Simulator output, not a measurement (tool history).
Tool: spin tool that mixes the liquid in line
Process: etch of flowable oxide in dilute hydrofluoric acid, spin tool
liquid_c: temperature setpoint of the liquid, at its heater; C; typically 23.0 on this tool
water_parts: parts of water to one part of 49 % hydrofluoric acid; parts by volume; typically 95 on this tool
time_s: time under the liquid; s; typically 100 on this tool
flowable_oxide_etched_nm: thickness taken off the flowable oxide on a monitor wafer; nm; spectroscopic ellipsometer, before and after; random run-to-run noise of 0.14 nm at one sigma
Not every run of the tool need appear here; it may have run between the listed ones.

run	day	liquid_c	water_parts	time_s	read-back film thickness of the flowable oxide reference wafer, read on the same gauge (nm)	flowable_oxide_etched_nm
1	0.000	23.0	95	100	129.99	28.75
2	0.321	23.0	95	100	130.02	28.58
3	1.000	23.0	95	100	130.01	28.79
4	1.333	23.0	95	115	130.00	32.56
5	1.679	23.0	95	100	129.99	28.52
6	2.038	23.0	95	100	130.01	28.70
7	2.500	23.0	95	100	130.00	28.59
8	3.125	23.0	95	100	130.01	28.53
# day 3.250: gauge calibrated
9	3.558	23.0	95	100	130.00	28.61
10	3.838	20.5	110	100	130.00	22.19
11	4.196	20.5	110	100	129.99	21.95
12	4.812	20.5	110	100	129.99	21.72
13	5.146	23.0	95	100	130.01	28.70
14	5.725	23.0	95	100	130.02	28.46
15	5.992	23.0	95	100	129.99	28.32
16	6.438	19.5	115	115	130.00	22.94
# day 6.862: thermometer replaced
17	7.054	27.0	95	45	130.00	15.68
# day 7.100: hydrofluoric acid flow meter replaced
18	7.396	21.5	110	155	130.01	32.77
19	7.650	25.5	95	100	130.01	29.43
20	8.025	19.5	60	160	129.99	60.23
21	8.558	23.0	80	140	129.99	44.74
22	9.104	25.0	45	70	130.01	44.91
23	9.604	23.0	140	80	129.98	13.53
24	10.192	23.0	95	100	130.01	26.45
25	10.525	20.0	50	75	130.00	34.83
26	11.204	23.0	60	100	129.97	43.85
27	11.875	26.5	115	155	129.99	37.72
28	12.288	23.0	95	100	130.01	26.38
29	12.842	23.0	95	100	130.01	26.44
30	13.183	21.5	80	65	130.01	19.44
31	13.488	23.0	140	50	130.01	8.44
32	13.954	23.0	95	100	129.99	26.50
33	14.571	21.5	80	65	130.00	19.32

5 options for the next run, each taken on its own from the tool as it stands now. Forecast them:
A	14.588	23.0	95	100	?	?
B	14.588	25.0	95	70	?	?
C	14.588	24.5	110	100	?	?
D	14.588	21.0	65	100	?	?
E	14.588	27.0	80	100	?	?

run	read-back film thickness of the flowable oxide reference wafer, read on the same gauge (nm)	flowable_oxide_etched_nm
A	129.99	26.37
B	129.99	20.00
C	129.99	23.76
D	129.99	36.77
E	129.99	37.42
Without the tool's hidden state the same runs would have given:
run	flowable_oxide_etched_nm
A	26.21
B	19.87
C	23.59
D	36.60
E	37.18
